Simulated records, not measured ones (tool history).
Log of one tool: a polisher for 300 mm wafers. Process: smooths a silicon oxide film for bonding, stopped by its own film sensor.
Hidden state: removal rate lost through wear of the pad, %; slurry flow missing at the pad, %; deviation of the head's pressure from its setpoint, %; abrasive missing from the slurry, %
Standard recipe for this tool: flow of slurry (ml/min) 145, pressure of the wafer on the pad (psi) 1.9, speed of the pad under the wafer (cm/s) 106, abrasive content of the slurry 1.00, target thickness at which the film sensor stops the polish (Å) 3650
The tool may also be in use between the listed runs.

run	day	flow of slurry (ml/min)	pressure of the wafer on the pad (psi)	speed of the pad under the wafer (cm/s)	abrasive content of the slurry	target thickness at which the film sensor stops the polish (Å)	wafers since the last listed run	wafers polished on this pad	hours since the slurry nozzle was cleaned	hours since the head pressure was calibrated	hours since the slurry blender was calibrated	incoming thickness of the incoming film, nm	time until the film sensor stopped the polish (s)
1	0.000	145	1.7	106	1.00	3650	0	248	33.4	190.4	167.5	427.1	81.6
2	3.150	145	1.7	106	1.00	3650	1046	1294	109.0	266.0	243.1	423.4	77.4
3	5.908	145	1.7	106	1.00	3650	915	2210	175.2	332.2	309.3	425.7	82.9
4	9.917	145	1.9	106	0.85	3650	1331	3541	271.4	428.4	405.5	427.7	88.1
# day 10.704: slurry blender recalibrated
5	13.396	145	1.9	106	0.85	3650	1127	4668	354.9	511.9	64.6	424.7	86.6
# day 13.617: head pressure recalibrated
# day 16.492: worn pad replaced by a new one
# day 16.938: slurry nozzle cleaned
6	17.892	145	1.9	106	1.00	3650	1396	451	22.9	102.6	172.5	429.1	76.8
7	21.733	145	1.9	106	1.00	3650	1275	1727	115.1	194.8	264.7	429.4	76.1
8	23.517	145	1.9	106	1.00	3650	592	2319	157.9	237.6	307.5	426.5	75.7
9	25.221	145	1.9	106	1.00	3650	565	2885	198.8	278.5	348.4	422.3	72.3
10	28.346	145	1.9	106	0.80	3650	1037	3923	273.8	353.5	423.4	432.6	100.3
# day 31.617: slurry blender recalibrated
11	32.521	145	1.9	106	0.80	3650	1358	5281	374.0	453.7	21.7	437.3	110.7
# day 35.962: worn pad replaced by a new one
12	35.983	145	1.5	106	1.00	3650	1094	7	457.1	536.8	104.8	428.6	106.9
13	37.583	145	1.5	106	1.00	3650	531	538	495.5	575.2	143.2	427.2	107.4
# day 38.129: slurry nozzle cleaned
14	39.754	170	1.9	106	1.00	3650	707	1245	39.0	627.3	195.3	426.4	72.1
# day 42.008: head pressure recalibrated
15	43.746	145	1.9	76	1.00	3470	1297	2543	134.8	41.7	291.1	424.9	121.6
16	47.604	145	1.9	72	1.00	3650	1281	3825	227.4	134.3	383.7	426.6	102.5
17	49.229	145	1.6	106	1.25	3650	539	4364	266.4	173.3	422.7	427.6	80.1
# day 50.817: slurry blender recalibrated
18	53.342	145	1.9	128	1.00	3650	1337	5702	365.1	272.0	60.6	429.3	70.1
# day 54.179: worn pad replaced by a new one
# day 58.979: slurry nozzle cleaned
19	59.650	145	1.9	106	1.00	3650	2025	1802	16.1	423.4	212.0	426.3	74.1
20	62.262	145	2.4	106	1.00	3460	867	2670	78.8	486.1	274.7	432.3	83.2
21	63.871	145	1.9	106	1.00	3650	534	3204	117.4	524.7	313.3	428.9	78.5
# day 66.329: head pressure recalibrated
22	66.667	145	1.9	106	1.00	3770	900	4104	184.5	8.1	380.4	437.0	73.9
# day 70.379: slurry blender recalibrated
23	70.462	145	1.9	106	1.25	3650	1232	5337	275.6	99.2	2.0	424.4	65.6
# day 73.954: worn pad replaced by a new one
24	73.975	145	1.9	106	1.00	3650	1111	7	359.9	183.5	86.3	429.5	81.6
# day 75.925: slurry nozzle cleaned
25	77.775	145	2.4	106	1.00	3450	1248	1255	44.4	274.7	177.5	437.5	88.5
26	79.821	160	2.2	106	1.00	3650	679	1934	93.5	323.8	226.6	429.1	66.4
27	82.433	145	1.9	106	1.00	3650	867	2802	156.2	386.5	289.3	434.8	84.0
# day 86.162: slurry blender recalibrated
28	86.642	145	2.3	106	1.25	3650	1369	4172	257.2	487.5	11.5	424.6	54.5
# day 88.396: head pressure recalibrated
29	88.825	105	2.4	118	1.00	3650	697	4869	309.6	10.3	63.9	429.6	66.8

Consider 4 possible next runs. They are alternatives, not a sequence: every one starts from the tool as it was left by run 29. What does each give?
A	88.842	160	1.9	106	1.00	3650	5	4875	310.0	10.7	64.3	437.2	?
B	88.842	145	1.9	106	0.90	3650	5	4875	310.0	10.7	64.3	437.2	?
C	88.842	100	1.2	106	1.15	3720	5	4875	310.0	10.7	64.3	437.2	?
D	88.842	145	1.9	106	0.80	3530	5	4875	310.0	10.7	64.3	437.2	?

run	time until the film sensor stopped the polish (s)
A	87.4
B	96.0
C	127.7
D	122.7
Without the tool's unlogged condition, the same runs would have read:
run	time until the film sensor stopped the polish (s)
A	81.6
B	89.1
C	115.3
D	113.9
